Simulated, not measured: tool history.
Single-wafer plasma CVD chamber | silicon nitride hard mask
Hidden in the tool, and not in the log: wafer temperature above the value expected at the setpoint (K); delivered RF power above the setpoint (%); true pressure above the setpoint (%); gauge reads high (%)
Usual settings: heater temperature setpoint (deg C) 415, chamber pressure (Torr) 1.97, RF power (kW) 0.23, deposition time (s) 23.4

run   hour  heater temperature setpoint (deg C)  chamber pressure (Torr)  RF power (kW)  deposition time (s)  wafers since the last listed run  hours since the last thermocouple change  hours since the last RF generator calibration  hours since the last manometer calibration  hours since the showerhead was replaced  hours since the gauge calibration  read-back reference wafer on the same gauge, thickness_nm  mean film thickness on the monitor wafer (nm)
  1      0                                  415                     1.97           0.23                 23.4                                 0                                    1138.9                                           1300                                      1739.8                                   3617.7                              123.6                                                     23.608                                         22.682
  2   22.6                                  415                     1.97           0.23                 23.4                               348                                    1161.5                                         1322.6                                      1762.4                                   3640.3                              146.2                                                     23.589                                         22.627
      33.4  -- gauge calibrated
  3   37.7                                  415                     1.97           0.23                 23.4                               232                                    1176.6                                         1337.7                                      1777.5                                   3655.4                                4.3                                                     23.595                                         22.718
  4     65                                  415                     1.97           0.23                 26.5                               420                                    1203.9                                           1365                                      1804.8                                   3682.7                               31.6                                                     23.593                                         25.728
  5   78.8                                  415                     1.97           0.23                 23.4                               212                                    1217.7                                         1378.8                                      1818.6                                   3696.5                               45.4                                                     23.594                                         22.664
  6  110.6                                  415                     1.97           0.23                 23.4                               490                                    1249.5                                         1410.6                                      1850.4                                   3728.3                               77.2                                                     23.583                                         22.688
  7  139.4                                  415                     1.97           0.23                 23.4                               443                                    1278.3                                         1439.4                                      1879.2                                   3757.1                                106                                                     23.597                                         22.838
     160.5  -- thermocouple changed; heater temperature recalibrated
  8  167.4                                  415                     2.36          0.265                 23.4                               308                                       6.9                                         1467.4                                      1907.2                                   3785.1                                134                                                     23.633                                         26.463
     180.4  -- gauge calibrated
     187.8  -- RF generator calibrated
  9  202.4                                  415                     1.97           0.23                 23.4                               416                                      41.9                                           14.6                                      1942.2                                   3820.1                                 22                                                     23.615                                         22.758
 10  219.5                                  415                     2.42          0.215                 23.4                               263                                        59                                           31.7                                      1959.3                                   3837.2                               39.1                                                     23.599                                         21.843
     231.6  -- showerhead replaced
     233.9  -- capacitance manometer re-zeroed and calibrated
 11  246.7                                  408                     1.97           0.25                 23.4                               260                                      86.2                                           58.9                                        12.8                                     15.1                               66.3                                                     23.585                                         24.715
 12  272.2                                  415                     1.97           0.23                 23.4                               393                                     111.7                                           84.4                                        38.3                                     40.6                               91.8                                                     23.588                                         22.652
 13  295.6                                  429                     1.64          0.245                 21.2                               360                                     135.1                                          107.8                                        61.7                                       64                              115.2                                                       23.6                                         21.158
 14  313.9                                  424                     2.37          0.195                 23.4                               282                                     153.4                                          126.1                                          80                                     82.3                              133.5                                                     23.595                                         19.573

Hidden state at the last listed run before each entry between runs and at the first one after, where it differs:
Between runs 2 and 3: gauge calibrated (hour 33.4)
  no hidden state differs between the two runs
Between runs 7 and 8: thermocouple changed; heater temperature recalibrated (hour 160.5)
  no hidden state differs between the two runs
Between runs 8 and 9: gauge calibrated (hour 180.4); RF generator calibrated (hour 187.8)
  no hidden state differs between the two runs
Between runs 10 and 11: showerhead replaced (hour 231.6); capacitance manometer re-zeroed and calibrated (hour 233.9)
  no hidden state differs between the two runs
